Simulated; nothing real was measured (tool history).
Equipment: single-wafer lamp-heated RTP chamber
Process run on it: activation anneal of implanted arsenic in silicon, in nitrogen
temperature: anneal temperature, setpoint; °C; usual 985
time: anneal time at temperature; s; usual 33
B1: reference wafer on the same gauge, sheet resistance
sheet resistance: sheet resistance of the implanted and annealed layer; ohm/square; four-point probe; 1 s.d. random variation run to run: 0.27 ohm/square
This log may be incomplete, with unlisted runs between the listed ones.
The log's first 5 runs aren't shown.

{"run": 6, "hour": 219.9, "temperature": 1006, "time": 33, "B1": 117.01, "sheet resistance": 110.99}
{"run": 7, "hour": 270.5, "temperature": 970, "time": 23, "B1": 116.97, "sheet resistance": 157.64}
{"run": 8, "hour": 331.7, "temperature": 985, "time": 33, "B1": 116.92, "sheet resistance": 130.48}
{"run": 9, "hour": 357.8, "temperature": 985, "time": 33, "B1": 116.89, "sheet resistance": 130.28}
{"hour": 391.0, "done": "pyrometer window cleaned and pyrometer calibrated"}
{"run": 10, "hour": 392.0, "temperature": 1006, "time": 22, "B1": 117.04, "sheet resistance": 122.88}
{"run": 11, "hour": 439.9, "temperature": 985, "time": 44, "B1": 116.98, "sheet resistance": 121.29}
{"run": 12, "hour": 491.3, "temperature": 985, "time": 44, "B1": 117.06, "sheet resistance": 120.93}
{"run": 13, "hour": 548.6, "temperature": 985, "time": 44, "B1": 117.03, "sheet resistance": 120.69}
{"hour": 582.3, "done": "gauge calibrated"}
{"run": 14, "hour": 615.5, "temperature": 985, "time": 33, "B1": 116.96, "sheet resistance": 129.42}
{"hour": 640.1, "done": "reflector plate cleaned"}
{"run": 15, "hour": 778.0, "temperature": 963, "time": 41, "B1": 116.96, "sheet resistance": 143.97}
{"hour": 811.5, "done": "pyrometer window cleaned and pyrometer calibrated"}
{"run": 16, "hour": 828.5, "temperature": 1000, "time": 44, "B1": 117.02, "sheet resistance": 105.28}
{"run": 17, "hour": 878.5, "temperature": 1010, "time": 47, "B1": 116.99, "sheet resistance": 96.94}
{"run": 18, "hour": 907.3, "temperature": 985, "time": 50, "B1": 116.94, "sheet resistance": 114.43}
{"run": 19, "hour": 942.0, "temperature": 985, "time": 33, "B1": 117.14, "sheet resistance": 127.18}
{"run": 20, "hour": 995.3, "temperature": 985, "time": 33, "B1": 117.02, "sheet resistance": 127.1}
{"run": 21, "hour": 1021.3, "temperature": 985, "time": 50, "B1": 117.03, "sheet resistance": 114.5}
{"run": 22, "hour": 1050.1, "temperature": 1007, "time": 20, "B1": 116.98, "sheet resistance": 122.31}
{"run": 23, "hour": 1101.1, "temperature": 1014, "time": 23, "B1": 117.04, "sheet resistance": 111.71}
{"hour": 1153.3, "done": "reflector plate cleaned, repeated, since the last time left the tool worse"}
{"run": 24, "hour": 1153.8, "temperature": 1006, "time": 33, "B1": 117.1, "sheet resistance": 112.58}
{"run": 25, "hour": 1198.0, "temperature": 1012, "time": 33, "B1": 117.03, "sheet resistance": 107.51}
{"run": 26, "hour": 1266.1, "temperature": 1000, "time": 44, "B1": 116.94, "sheet resistance": 109.14}
{"hour": 1276.4, "done": "pyrometer window cleaned and pyrometer calibrated"}
{"run": 27, "hour": 1322.1, "temperature": 1006, "time": 22, "B1": 117.02, "sheet resistance": 124.44}
{"run": 28, "hour": 1382.1, "temperature": 958, "time": 46, "B1": 116.89, "sheet resistance": 148.65}

Expected results for the next run?
{"run": 29, "hour": 1421.3, "temperature": 1003, "time": 46, "B1": "?", "sheet resistance": "?"}

{"run 29": {"B1": 116.93, "sheet resistance": 105.63}}
Without the tool's hidden state the same run would have given sheet resistance 106.34 ohm/square.

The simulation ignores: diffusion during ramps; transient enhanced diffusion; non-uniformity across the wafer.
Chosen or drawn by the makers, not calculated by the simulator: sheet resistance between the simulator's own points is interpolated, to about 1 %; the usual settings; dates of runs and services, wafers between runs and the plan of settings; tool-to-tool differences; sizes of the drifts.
